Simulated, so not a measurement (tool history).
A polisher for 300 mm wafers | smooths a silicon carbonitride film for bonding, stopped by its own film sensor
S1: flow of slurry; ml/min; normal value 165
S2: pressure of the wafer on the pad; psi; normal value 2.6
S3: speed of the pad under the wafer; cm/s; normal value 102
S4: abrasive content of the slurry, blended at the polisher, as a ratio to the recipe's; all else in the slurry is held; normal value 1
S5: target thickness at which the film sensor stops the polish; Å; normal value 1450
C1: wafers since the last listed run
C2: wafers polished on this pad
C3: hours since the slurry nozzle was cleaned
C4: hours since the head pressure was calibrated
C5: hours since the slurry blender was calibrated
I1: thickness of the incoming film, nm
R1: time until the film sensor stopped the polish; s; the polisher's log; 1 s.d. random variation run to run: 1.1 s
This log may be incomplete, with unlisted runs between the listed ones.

run     day   S1   S2   S3    S4    S5    C1    C2     C3     C4     C5     I1     R1
  1       0  165  2.6  102     1  1450     0    91  316.5  440.9  281.7  168.7   82.8
      0.396  -- slurry blender recalibrated
      0.712  -- head pressure recalibrated
      1.254  -- slurry nozzle cleaned
  2   2.692  165  2.6  102     1  1450   736   828   34.5   47.5   55.1  173.5  110.4
  3   5.383  165  2.6  102     1  1450   798  1626   99.1  112.1  119.7  169.7   90.6
  4   6.512  165  2.6  102     1  1450   334  1961  126.2  139.2  146.8  170.8   95.8
  5    7.55  165  2.6  102     1  1490   307  2269  151.1  164.1  171.7  170.9   80.1
     11.462  -- worn pad replaced by a new one
     12.508  -- slurry nozzle cleaned
  6  12.738  165  2.6  102     1  1490  1477   366    5.5  288.6  296.2  167.8   68.6
     13.308  -- slurry blender recalibrated
  7  15.646  165  2.2  102     1  1450   838  1204   75.3  358.4   56.1  171.9  110.4
  8  17.454  165  2.2  102     1  1450   536  1740  118.7  401.8   99.5  169.6  100.8
  9  19.233  165  2.2  102     1  1450   527  2268  161.4  444.5  142.2  172.8  111.5
 10  21.617  165  2.6  102     1  1450   707  2975  218.6  501.7  199.4  170.4   90.2
     22.725  -- worn pad replaced by a new one
 11  24.042  165  2.6  102     1  1450   669   390  276.8  559.9  257.6    170   85.9
     24.829  -- slurry nozzle cleaned
     24.992  -- head pressure recalibrated
 12   25.05  165  2.6  102     1  1450   262   652    5.3    1.4  281.8  168.8  103.9
     27.729  -- slurry blender recalibrated
 13  27.812  165  2.6  102     1  1450   794  1447   71.6   67.7      2  171.1  108.8
 14  30.158  165  2.6   68  1.15  1450   695  2143  127.9    124   58.3  171.1  135.5
 15  31.212  165  2.6  102   1.2  1410   312  2456  153.2  149.3   83.6  171.9  120.8
 16  32.312  115  1.7   92     1  1450   326  2782  179.6  175.7    110  170.8  174.8
 17  33.838  165  2.6   72     1  1420   452  3235  216.2  212.3  146.6  169.1  143.3
     34.967  -- worn pad replaced by a new one
 18  35.871  165  2.6  102  1.25  1500   553   268    265  261.1  195.4  169.7   72.5
     35.996  -- slurry nozzle cleaned
 19  37.742  140  3.5  102     1  1450   542   811   41.9    306  240.3  173.5   91.2
     38.008  -- head pressure recalibrated, repeated, since the last time left the tool worse
       39.1  -- slurry blender recalibrated
 20  39.671  140  3.3  102   1.3  1450   522  1333   88.2   39.9   13.7  170.5   69.6
     46.896  -- worn pad replaced by a new one
 21  46.917  165  2.6  102     1  1450  2100     5  262.1  213.8  187.6  168.8     84
     49.171  -- slurry nozzle cleaned
 22  53.212  125  2.3   80     1  1450  1855  1860     97  364.9  338.7  169.5  115.5
     53.396  -- slurry blender recalibrated
 23   55.95  110  2.9  134     1  1450   787  2648  162.7  430.6   61.3  170.6   70.7
 24  57.358  165  2.6  102     1  1450   417  3066  196.5  464.4   95.1    169   81.4
     58.925  -- worn pad replaced by a new one
 25    59.7  210  2.4  102     1  1490   645   230  252.7  520.6  151.3  173.1   83.6
 26  61.171  165  2.6  102     1  1450   436   666    288  555.9  186.6    170   84.4
     61.962  -- slurry nozzle cleaned
     62.446  -- head pressure recalibrated
 27  63.717  165  2.6  102     1  1450   718  1384   42.1   30.5  247.7  172.9  104.9

Hidden state at the last listed run before each entry between runs and at the first one after, where it differs:
Between runs 1 and 2: slurry blender recalibrated (day 0.396); head pressure recalibrated (day 0.712); slurry nozzle cleaned (day 1.254)
  deviation of the head's pressure from its setpoint, %: 9.68 -> -1.36
  the result without the hidden state subtracted from the measured one, R1: -7 -> +1.3 s
Between runs 5 and 6: worn pad replaced by a new one (day 11.462); slurry nozzle cleaned (day 12.508)
  deviation of the head's pressure from its setpoint, %: 1.04 -> 3.61
  the result without the hidden state subtracted from the measured one, R1: -0.8 -> -2.2 s
Between runs 6 and 7: slurry blender recalibrated (day 13.308)
  deviation of the head's pressure from its setpoint, %: 3.61 -> 5.05
  the result without the hidden state subtracted from the measured one, R1: -2.2 -> -4.9 s
Between runs 10 and 11: worn pad replaced by a new one (day 22.725)
  deviation of the head's pressure from its setpoint, %: 8 -> 9.2
  the result without the hidden state subtracted from the measured one, R1: -6.3 -> -7 s
Between runs 11 and 12: slurry nozzle cleaned (day 24.829); head pressure recalibrated (day 24.992)
  deviation of the head's pressure from its setpoint, %: 9.2 -> -15.6
  the result without the hidden state subtracted from the measured one, R1: -7 -> +14.1 s
Between runs 12 and 13: slurry blender recalibrated (day 27.729)
  deviation of the head's pressure from its setpoint, %: -15.6 -> -14.2
  the result without the hidden state subtracted from the measured one, R1: +14.1 -> +13.5 s
Between runs 17 and 18: worn pad replaced by a new one (day 34.967)
  deviation of the head's pressure from its setpoint, %: -11.2 -> -10.2
  the result without the hidden state subtracted from the measured one, R1: +14.1 -> +6.5 s
Between runs 18 and 19: slurry nozzle cleaned (day 35.996)
  deviation of the head's pressure from its setpoint, %: -10.2 -> -9.3
  the result without the hidden state subtracted from the measured one, R1: +6.5 -> +7.4 s
Between runs 19 and 20: head pressure recalibrated, repeated, since the last time left the tool worse (day 38.008); slurry blender recalibrated (day 39.1)
  deviation of the head's pressure from its setpoint, %: -9.3 -> 2.4
  the result without the hidden state subtracted from the measured one, R1: +7.4 -> -1.5 s
Between runs 20 and 21: worn pad replaced by a new one (day 46.896)
  deviation of the head's pressure from its setpoint, %: 2.4 -> 5.98
  the result without the hidden state subtracted from the measured one, R1: -1.5 -> -4.4 s
Between runs 21 and 22: slurry nozzle cleaned (day 49.171)
  deviation of the head's pressure from its setpoint, %: 5.98 -> 9.1
  the result without the hidden state subtracted from the measured one, R1: -4.4 -> -9.2 s
Between runs 22 and 23: slurry blender recalibrated (day 53.396)
  deviation of the head's pressure from its setpoint, %: 9.1 -> 10.4
  the result without the hidden state subtracted from the measured one, R1: -9.2 -> -6.4 s
Between runs 24 and 25: worn pad replaced by a new one (day 58.925)
  deviation of the head's pressure from its setpoint, %: 11.1 -> 12.3
  the result without the hidden state subtracted from the measured one, R1: -8 -> -9 s
Between runs 26 and 27: slurry nozzle cleaned (day 61.962); head pressure recalibrated (day 62.446)
  deviation of the head's pressure from its setpoint, %: 13 -> 1.76
  the result without the hidden state subtracted from the measured one, R1: -9.7 -> -1.6 s
